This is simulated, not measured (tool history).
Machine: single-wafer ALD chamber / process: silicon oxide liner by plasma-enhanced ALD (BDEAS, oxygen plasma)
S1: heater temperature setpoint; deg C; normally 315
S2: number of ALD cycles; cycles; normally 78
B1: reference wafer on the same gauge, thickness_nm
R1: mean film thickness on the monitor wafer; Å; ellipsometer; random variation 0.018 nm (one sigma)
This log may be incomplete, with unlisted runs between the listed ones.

run	hour	S1	S2	B1	R1
1	0.0	315	82	6.640	75.95
2	7.0	315	82	6.639	76.10
3	18.0	315	82	6.638	75.76
4	27.1	327	78	6.641	70.96
5	66.8	315	78	6.638	72.39
6	76.6	315	78	6.641	72.19
7	104.4	315	78	6.640	72.41
8	111.5	315	78	6.637	72.51
9	127.6	315	78	6.639	72.14
10	142.1	315	78	6.640	72.06
11	154.6	319	78	6.640	71.97
12	161.2	319	78	6.641	71.95
13	168.5	315	84	6.637	77.92
14	176.2	315	84	6.640	77.76
15	183.6	315	84	6.638	77.73
16	193.4	310	66	6.640	61.83
# hour 204.4: gauge calibrated
17	206.3	310	66	6.642	61.48
# hour 215.4: thermocouple changed; heater temperature recalibrated
18	215.9	302	93	6.644	87.20
19	224.3	300	86	6.641	81.28
20	235.9	328	62	6.641	56.26
21	249.6	305	90	6.640	84.25
22	267.5	330	78	6.640	71.03
23	283.4	330	78	6.644	70.92
24	295.7	315	78	6.642	72.16
25	301.8	315	78	6.640	71.73
26	315.8	310	71	6.641	66.18
27	327.4	311	72	6.642	66.89
28	340.0	310	87	6.640	81.22
29	357.2	315	78	6.639	72.24
30	365.8	323	73	6.640	66.88
31	419.4	315	78	6.641	72.08
32	433.8	315	78	6.638	72.00
33	446.7	327	93	6.639	84.60
34	460.4	315	91	6.639	84.51

Each row is a separate what-if for the run after 34, all from the same tool condition, not one after another. Results?
A	460.9	315	92	?	?
B	460.9	327	68	?	?
C	460.9	309	86	?	?
D	460.9	315	89	?	?
E	460.9	320	78	?	?

run	B1	R1
A	6.641	85.47
B	6.641	62.22
C	6.641	80.50
D	6.641	82.69
E	6.641	72.01
Take away the tool's hidden state, keep each run's random variation, and the runs would have read:
run	R1
A	85.47
B	62.22
C	80.50
D	82.69
E	72.01
